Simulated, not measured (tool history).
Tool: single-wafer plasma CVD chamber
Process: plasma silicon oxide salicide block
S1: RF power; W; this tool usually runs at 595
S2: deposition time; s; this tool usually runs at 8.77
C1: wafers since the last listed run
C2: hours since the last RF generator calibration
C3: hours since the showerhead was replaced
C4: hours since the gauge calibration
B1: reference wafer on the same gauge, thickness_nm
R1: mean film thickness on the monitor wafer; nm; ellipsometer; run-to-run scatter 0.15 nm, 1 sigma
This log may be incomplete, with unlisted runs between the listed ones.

{"run": 1, "day": 0.0, "S1": 565, "S2": 10.05, "C1": 0, "C2": 1353.7, "C3": 5240.9, "C4": 11.3, "B1": 84.431, "R1": 98.147}
{"run": 2, "day": 0.533, "S1": 595, "S2": 8.77, "C1": 240, "C2": 1366.5, "C3": 5253.7, "C4": 24.1, "B1": 84.348, "R1": 86.532}
{"run": 3, "day": 1.229, "S1": 620, "S2": 7.47, "C1": 314, "C2": 1383.2, "C3": 5270.4, "C4": 40.8, "B1": 84.416, "R1": 74.675}
{"run": 4, "day": 1.5, "S1": 555, "S2": 8.77, "C1": 122, "C2": 1389.7, "C3": 5276.9, "C4": 47.3, "B1": 84.383, "R1": 85.078}
{"run": 5, "day": 2.104, "S1": 555, "S2": 8.77, "C1": 272, "C2": 1404.2, "C3": 5291.4, "C4": 61.8, "B1": 84.452, "R1": 84.677}
{"run": 6, "day": 2.554, "S1": 555, "S2": 8.77, "C1": 203, "C2": 1415.0, "C3": 5302.2, "C4": 72.6, "B1": 84.438, "R1": 85.145}
{"run": 7, "day": 3.058, "S1": 690, "S2": 8.77, "C1": 227, "C2": 1427.1, "C3": 5314.3, "C4": 84.7, "B1": 84.423, "R1": 90.403}
{"run": 8, "day": 3.562, "S1": 690, "S2": 8.77, "C1": 227, "C2": 1439.2, "C3": 5326.4, "C4": 96.8, "B1": 84.381, "R1": 90.496}
{"run": 9, "day": 4.104, "S1": 690, "S2": 8.77, "C1": 244, "C2": 1452.2, "C3": 5339.4, "C4": 109.8, "B1": 84.414, "R1": 90.322}
{"run": 10, "day": 4.442, "S1": 595, "S2": 7.92, "C1": 152, "C2": 1460.3, "C3": 5347.5, "C4": 117.9, "B1": 84.324, "R1": 78.202}
{"run": 11, "day": 5.121, "S1": 595, "S2": 7.92, "C1": 306, "C2": 1476.6, "C3": 5363.8, "C4": 134.2, "B1": 84.374, "R1": 78.31}
{"run": 12, "day": 5.55, "S1": 595, "S2": 8.77, "C1": 193, "C2": 1486.9, "C3": 5374.1, "C4": 144.5, "B1": 84.412, "R1": 86.477}
{"run": 13, "day": 5.829, "S1": 595, "S2": 8.77, "C1": 125, "C2": 1493.6, "C3": 5380.8, "C4": 151.2, "B1": 84.379, "R1": 86.654}
{"run": 14, "day": 6.142, "S1": 595, "S2": 8.77, "C1": 141, "C2": 1501.1, "C3": 5388.3, "C4": 158.7, "B1": 84.4, "R1": 86.599}
{"run": 15, "day": 6.729, "S1": 595, "S2": 8.77, "C1": 265, "C2": 1515.2, "C3": 5402.4, "C4": 172.8, "B1": 84.349, "R1": 86.767}
{"run": 16, "day": 7.288, "S1": 595, "S2": 8.77, "C1": 251, "C2": 1528.6, "C3": 5415.8, "C4": 186.2, "B1": 84.353, "R1": 86.524}
{"run": 17, "day": 8.021, "S1": 595, "S2": 8.77, "C1": 330, "C2": 1546.2, "C3": 5433.4, "C4": 203.8, "B1": 84.426, "R1": 86.382}
{"day": 8.375, "done": "showerhead replaced"}
{"run": 18, "day": 8.671, "S1": 595, "S2": 8.77, "C1": 142, "C2": 1561.8, "C3": 7.1, "C4": 219.4, "B1": 84.359, "R1": 86.542}
{"run": 19, "day": 9.204, "S1": 595, "S2": 8.77, "C1": 240, "C2": 1574.6, "C3": 19.9, "C4": 232.2, "B1": 84.37, "R1": 86.362}
{"run": 20, "day": 9.546, "S1": 595, "S2": 8.77, "C1": 154, "C2": 1582.8, "C3": 28.1, "C4": 240.4, "B1": 84.351, "R1": 86.265}
{"run": 21, "day": 10.121, "S1": 595, "S2": 8.77, "C1": 259, "C2": 1596.6, "C3": 41.9, "C4": 254.2, "B1": 84.386, "R1": 86.683}
{"run": 22, "day": 10.5, "S1": 685, "S2": 9.25, "C1": 171, "C2": 1605.7, "C3": 51.0, "C4": 263.3, "B1": 84.376, "R1": 94.931}
{"run": 23, "day": 11.225, "S1": 685, "S2": 7.09, "C1": 327, "C2": 1623.1, "C3": 68.4, "C4": 280.7, "B1": 84.411, "R1": 72.613}
{"day": 11.562, "done": "RF generator calibrated"}
{"run": 24, "day": 11.692, "S1": 695, "S2": 7.18, "C1": 60, "C2": 3.1, "C3": 79.6, "C4": 291.9, "B1": 84.383, "R1": 75.869}
{"run": 25, "day": 12.262, "S1": 515, "S2": 9.47, "C1": 257, "C2": 16.8, "C3": 93.3, "C4": 305.6, "B1": 84.351, "R1": 92.02}
{"run": 26, "day": 12.896, "S1": 670, "S2": 9.33, "C1": 285, "C2": 32.0, "C3": 108.5, "C4": 320.8, "B1": 84.421, "R1": 97.483}
{"run": 27, "day": 13.212, "S1": 595, "S2": 9.43, "C1": 142, "C2": 39.6, "C3": 116.1, "C4": 328.4, "B1": 84.465, "R1": 95.29}
{"run": 28, "day": 13.933, "S1": 595, "S2": 8.77, "C1": 325, "C2": 56.9, "C3": 133.4, "C4": 345.7, "B1": 84.378, "R1": 88.48}
{"run": 29, "day": 14.496, "S1": 515, "S2": 7.71, "C1": 253, "C2": 70.4, "C3": 146.9, "C4": 359.2, "B1": 84.427, "R1": 74.893}
{"run": 30, "day": 15.146, "S1": 685, "S2": 9.74, "C1": 293, "C2": 86.0, "C3": 162.5, "C4": 374.8, "B1": 84.389, "R1": 102.426}
{"run": 31, "day": 15.438, "S1": 685, "S2": 9.74, "C1": 131, "C2": 93.0, "C3": 169.5, "C4": 381.8, "B1": 84.353, "R1": 102.752}
{"run": 32, "day": 15.904, "S1": 670, "S2": 10.29, "C1": 210, "C2": 104.2, "C3": 180.7, "C4": 393.0, "B1": 84.379, "R1": 107.088}
{"day": 16.012, "done": "gauge calibrated"}
{"run": 33, "day": 17.038, "S1": 595, "S2": 8.77, "C1": 511, "C2": 131.4, "C3": 207.9, "C4": 24.6, "B1": 84.357, "R1": 88.648}
{"run": 34, "day": 17.729, "S1": 595, "S2": 8.77, "C1": 312, "C2": 148.0, "C3": 224.5, "C4": 41.2, "B1": 84.424, "R1": 88.669}
{"run": 35, "day": 19.392, "S1": 645, "S2": 8.77, "C1": 750, "C2": 187.9, "C3": 264.4, "C4": 81.1, "B1": 84.379, "R1": 90.444}
{"run": 36, "day": 19.983, "S1": 690, "S2": 8.77, "C1": 267, "C2": 202.1, "C3": 278.6, "C4": 95.3, "B1": 84.385, "R1": 92.212}
{"run": 37, "day": 20.267, "S1": 650, "S2": 10.28, "C1": 127, "C2": 208.9, "C3": 285.4, "C4": 102.1, "B1": 84.476, "R1": 106.115}
{"run": 38, "day": 20.588, "S1": 495, "S2": 7.24, "C1": 144, "C2": 216.6, "C3": 293.1, "C4": 109.8, "B1": 84.432, "R1": 69.275}
{"run": 39, "day": 21.129, "S1": 640, "S2": 10.2, "C1": 244, "C2": 229.6, "C3": 306.1, "C4": 122.8, "B1": 84.371, "R1": 104.848}
{"run": 40, "day": 21.829, "S1": 595, "S2": 8.77, "C1": 315, "C2": 246.4, "C3": 322.9, "C4": 139.6, "B1": 84.422, "R1": 88.156}
{"run": 41, "day": 22.267, "S1": 515, "S2": 7.82, "C1": 197, "C2": 256.9, "C3": 333.4, "C4": 150.1, "B1": 84.357, "R1": 75.562}
{"run": 42, "day": 23.275, "S1": 525, "S2": 7.02, "C1": 455, "C2": 281.1, "C3": 357.6, "C4": 174.3, "B1": 84.412, "R1": 68.14}
{"run": 43, "day": 23.9, "S1": 510, "S2": 7.76, "C1": 282, "C2": 296.1, "C3": 372.6, "C4": 189.3, "B1": 84.346, "R1": 74.758}

Branching from run 43: 5 alternative next runs. What would each branch give?
{"run": "A", "day": 23.917, "S1": 520, "S2": 8.77, "C1": 7, "C2": 296.5, "C3": 373.0, "C4": 189.7, "B1": "?", "R1": "?"}
{"run": "B", "day": 23.917, "S1": 710, "S2": 8.77, "C1": 7, "C2": 296.5, "C3": 373.0, "C4": 189.7, "B1": "?", "R1": "?"}
{"run": "C", "day": 23.917, "S1": 695, "S2": 9.48, "C1": 7, "C2": 296.5, "C3": 373.0, "C4": 189.7, "B1": "?", "R1": "?"}
{"run": "D", "day": 23.917, "S1": 705, "S2": 9.62, "C1": 7, "C2": 296.5, "C3": 373.0, "C4": 189.7, "B1": "?", "R1": "?"}
{"run": "E", "day": 23.917, "S1": 595, "S2": 8.08, "C1": 7, "C2": 296.5, "C3": 373.0, "C4": 189.7, "B1": "?", "R1": "?"}

run=A B1=84.410 R1=85.122
run=B B1=84.410 R1=92.962
run=C B1=84.410 R1=99.878
run=D B1=84.410 R1=101.766
run=E B1=84.410 R1=81.456
Had the tool no hidden state, the same runs would have come out as:
run=A R1=85.501
run=B R1=93.375
run=C R1=100.322
run=D R1=102.219
run=E R1=81.818

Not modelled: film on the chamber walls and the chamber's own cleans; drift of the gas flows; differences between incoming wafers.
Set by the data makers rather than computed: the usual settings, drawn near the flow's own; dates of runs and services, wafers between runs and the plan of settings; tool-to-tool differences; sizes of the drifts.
